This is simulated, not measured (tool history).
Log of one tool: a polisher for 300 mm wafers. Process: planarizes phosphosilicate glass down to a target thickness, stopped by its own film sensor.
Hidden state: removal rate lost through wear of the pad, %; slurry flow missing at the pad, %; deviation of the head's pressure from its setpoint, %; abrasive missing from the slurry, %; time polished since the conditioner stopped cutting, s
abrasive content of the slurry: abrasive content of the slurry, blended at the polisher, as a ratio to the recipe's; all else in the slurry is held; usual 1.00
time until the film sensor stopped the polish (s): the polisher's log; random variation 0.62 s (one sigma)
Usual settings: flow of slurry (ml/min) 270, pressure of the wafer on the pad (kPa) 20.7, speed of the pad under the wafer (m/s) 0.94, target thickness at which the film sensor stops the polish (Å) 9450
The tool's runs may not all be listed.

run,hour,flow of slurry (ml/min),pressure of the wafer on the pad (kPa),speed of the pad under the wafer (m/s),abrasive content of the slurry,target thickness at which the film sensor stops the polish (Å),wafers since the last listed run,wafers polished on this pad,hours since the slurry nozzle was cleaned,hours since the head pressure was calibrated,hours since the slurry blender was calibrated,hours since the conditioning disc was replaced,"incoming thickness of the incoming film, nm",time until the film sensor stopped the polish (s)
1,0.0,270,20.7,0.94,1.00,9450,0,1128,412.7,363.3,246.6,259.7,1466.2,83.3
2,30.4,270,20.7,0.94,1.00,9450,341,1469,443.1,393.7,277.0,290.1,1478.7,84.5
3,71.4,270,20.7,0.94,1.00,9450,460,1930,484.1,434.7,318.0,331.1,1449.7,80.9
# hour 87.2: conditioning disc replaced and pad reconditioned, repeated, since the last time left the tool worse
# hour 151.0: head pressure recalibrated
# hour 197.7: slurry blender recalibrated
4,240.1,270,20.7,0.94,1.00,9450,1827,3757,652.8,89.1,42.4,152.9,1469.3,71.2
5,281.9,340,20.7,1.04,1.15,8240,469,4226,694.6,130.9,84.2,194.7,1454.0,73.5
# hour 292.2: slurry nozzle cleaned
# hour 300.5: worn pad replaced by a new one
6,346.3,235,15.2,0.94,1.20,10240,667,514,54.1,195.3,148.6,259.1,1484.0,79.6
7,414.2,270,20.7,0.94,1.00,10600,762,1276,122.0,263.2,216.5,327.0,1467.4,57.7
8,441.2,270,17.2,0.94,0.90,9450,303,1579,149.0,290.2,243.5,354.0,1475.9,93.9
# hour 501.7: conditioning disc replaced and pad reconditioned
9,560.4,270,20.7,0.94,1.00,9450,1316,2896,268.2,409.4,362.7,58.7,1483.9,72.7
10,607.7,270,20.7,0.94,0.90,9450,531,3427,315.5,456.7,410.0,106.0,1473.7,73.2
11,646.5,270,20.7,1.22,1.00,9450,435,3862,354.3,495.5,448.8,144.8,1451.0,54.8
# hour 671.1: slurry blender recalibrated
# hour 698.4: head pressure recalibrated
12,698.9,270,20.7,0.94,1.00,9450,543,4406,406.7,0.5,27.8,197.2,1475.8,72.7
13,747.2,270,20.7,0.68,1.00,9450,542,4948,455.0,48.8,76.1,245.5,1489.6,96.6
14,799.7,270,20.7,0.94,1.00,9450,589,5538,507.5,101.3,128.6,298.0,1468.8,71.5
# hour 810.2: worn pad replaced by a new one
15,849.1,210,22.8,0.94,0.80,9450,509,436,556.9,150.7,178.0,347.4,1460.3,74.8
16,890.4,355,20.7,0.94,1.00,9450,463,900,598.2,192.0,219.3,388.7,1476.2,74.6
# hour 954.4: conditioning disc replaced and pad reconditioned
17,961.8,205,13.8,0.94,1.25,9450,779,1680,669.6,263.4,290.7,7.4,1479.2,99.7
# hour 966.6: slurry nozzle cleaned
18,991.6,270,20.7,0.94,1.00,9450,323,2003,25.0,293.2,320.5,37.2,1480.0,71.5
19,1021.0,270,20.7,0.94,0.80,9450,330,2333,54.4,322.6,349.9,66.6,1509.8,84.1
20,1055.3,190,14.5,0.94,1.00,9450,385,2718,88.7,356.9,384.2,100.9,1481.7,106.4
# hour 1095.0: slurry blender recalibrated
21,1103.4,270,20.7,0.94,0.80,9450,517,3236,136.8,405.0,8.4,149.0,1484.9,80.9
22,1168.0,270,20.7,0.94,1.00,9450,725,3962,201.4,469.6,73.0,213.6,1476.7,73.1
23,1205.4,270,20.7,0.94,1.00,9450,419,4382,238.8,507.0,110.4,251.0,1492.3,75.8
# hour 1209.5: worn pad replaced by a new one
24,1276.1,360,20.7,0.62,0.90,10600,749,747,309.5,577.7,181.1,321.7,1485.0,82.5
# hour 1278.4: head pressure recalibrated
25,1313.5,270,17.9,1.26,1.00,9450,397,1144,346.9,35.1,218.5,359.1,1466.6,67.7

Forecast each of these 4 alternatives for the next run:
A,1313.9,295,20.7,0.94,1.00,9450,4,1149,347.3,35.5,218.9,359.5,1488.4,?
B,1313.9,270,20.7,0.94,1.25,9450,4,1149,347.3,35.5,218.9,359.5,1488.4,?
C,1313.9,270,13.8,1.14,1.20,11260,4,1149,347.3,35.5,218.9,359.5,1488.4,?
D,1313.9,270,20.7,0.76,1.00,10000,4,1149,347.3,35.5,218.9,359.5,1488.4,?

run,time until the film sensor stopped the polish (s)
A,75.9
B,69.5
C,60.0
D,80.6
Without the tool's hidden state the same runs would have given:
run,time until the film sensor stopped the polish (s)
A,71.7
B,65.7
C,57.2
D,76.9
